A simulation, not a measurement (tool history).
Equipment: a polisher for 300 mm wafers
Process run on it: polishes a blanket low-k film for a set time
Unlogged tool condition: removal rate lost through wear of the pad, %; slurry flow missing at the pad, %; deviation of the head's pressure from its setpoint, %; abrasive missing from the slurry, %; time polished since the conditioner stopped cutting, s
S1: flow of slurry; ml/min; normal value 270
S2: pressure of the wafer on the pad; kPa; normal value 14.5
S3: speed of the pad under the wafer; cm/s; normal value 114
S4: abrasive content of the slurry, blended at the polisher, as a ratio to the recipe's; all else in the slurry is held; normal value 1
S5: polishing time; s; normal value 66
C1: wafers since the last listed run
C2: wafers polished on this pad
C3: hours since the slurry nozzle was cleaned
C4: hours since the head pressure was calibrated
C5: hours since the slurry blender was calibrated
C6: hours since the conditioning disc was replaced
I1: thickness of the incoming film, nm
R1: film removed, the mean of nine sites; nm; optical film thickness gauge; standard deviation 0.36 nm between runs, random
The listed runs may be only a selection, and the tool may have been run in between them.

run   hour   S1    S2   S3    S4  S5   C1   C2     C3      C4     C5     C6     I1    R1
  1      0  270  14.5  114     1  66    0  731  217.5  1302.9    344   49.8  682.1  37.7
  2   16.7  270  14.5  114     1  66  192  924  234.2  1319.6  360.7   66.5  676.8  37.8
      32.3  -- worn pad replaced by a new one
  3   32.8  345  17.9  114     1  66  139    5  250.3  1335.7  376.8   82.6  688.6  46.5
  4   38.5  345  17.9  114     1  66   65   71    256  1341.4  382.5   88.3  682.6  46.9
  5   55.1  270  14.5  114     1  66  191  263  272.6    1358  399.1  104.9  704.4  37.6
  6   68.8  270  14.5  114     1  66  158  421  286.3  1371.7  412.8  118.6  699.7  36.9
  7     76  270  14.5  104     1  66   83  504  293.5  1378.9    420  125.8  698.8  34.7
  8   87.5  270  14.5  114     1  66  132  636    305  1390.4  431.5  137.3  696.5  36.6
  9   98.8  270  14.5  114     1  66  130  767  316.3  1401.7  442.8  148.6  689.4    37
 10  115.9  270  14.5  114     1  66  197  964  333.4  1418.8  459.9  165.7  679.8  37.1
       121  -- slurry nozzle cleaned
     125.6  -- worn pad replaced by a new one
 11  127.8  270  14.5  146     1  51   79   25    6.8  1430.7  471.8  177.6  697.1  33.5
 12  140.8  270    11  114     1  66  149  175   19.8  1443.7  484.8  190.6  688.9  28.2
     150.5  -- conditioning disc replaced and pad reconditioned
 13  158.2  270  14.5  136   1.2  66  177  352   37.2  1461.1  502.2    7.7  679.5    49
       163  -- slurry blender recalibrated
 14  171.1  270  14.5  114     1  66  125  478   50.1    1474    8.1   20.6  685.4  38.9
 15  179.9  245  13.1  114   1.1  66  101  579   58.9  1482.8   16.9   29.4  683.3  37.1
 16    193  270  14.5  114     1  66  151  730     72  1495.9     30   42.5  684.1  38.2
 17  205.2  270  14.5  128  1.25  66  140  871   84.2  1508.1   42.2   54.7  684.1  46.2
       217  -- worn pad replaced by a new one
 18  217.5  270  14.5  114     1  66   95    5   96.5  1520.4   54.5     67  693.7  38.2
       222  -- head pressure recalibrated
 19  233.3  270  14.5  138     1  75  159  164  112.3    11.3   70.3   82.8  683.7  50.1
 20  242.1  270  16.5   78     1  66  101  266  121.1    20.1   79.1   91.6  698.4  32.1
 21  256.5  220  11.7   94     1  66  166  432  135.5    34.5   93.5    106  686.9    26
 22  267.5  270  19.3  114     1  66  126  559  146.5    45.5  104.5    117  692.9  48.8
 23  285.3  180  17.9  114   1.1  86  205  764  164.3    63.3  122.3  134.8  698.8  60.6
     293.8  -- worn pad replaced by a new one
 24  301.7  270  14.5  114  0.75  66  143   90  180.7    79.7  138.7  151.2  690.5  29.3
 25    312  350  15.9  114  0.75  82  118  209    191      90    149  161.5  701.5  39.7

Each row is a separate what-if for the run after 25, all from the same tool condition, not one after another. Results?
  A  312.4  270  14.5  114     1  47   4  214  191.4  90.4  149.4  161.9  690.8   ?
  B  312.4  270    11  114     1  75   4  214  191.4  90.4  149.4  161.9  690.8   ?
  C  312.4  300  14.5  114     1  66   4  214  191.4  90.4  149.4  161.9  690.8   ?
  D  312.4  270  14.5  114  0.85  66   4  214  191.4  90.4  149.4  161.9  690.8   ?
  E  312.4  270  12.4   80  1.15  88   4  214  191.4  90.4  149.4  161.9  690.8   ?

run    R1
  A  25.7
  B  31.6
  C  36.4
  D  31.9
  E  34.9
Without the tool's unlogged condition, the same runs would have read:
run    R1
  A  27.2
  B  33.1
  C  38.5
  D  33.8
  E  36.3

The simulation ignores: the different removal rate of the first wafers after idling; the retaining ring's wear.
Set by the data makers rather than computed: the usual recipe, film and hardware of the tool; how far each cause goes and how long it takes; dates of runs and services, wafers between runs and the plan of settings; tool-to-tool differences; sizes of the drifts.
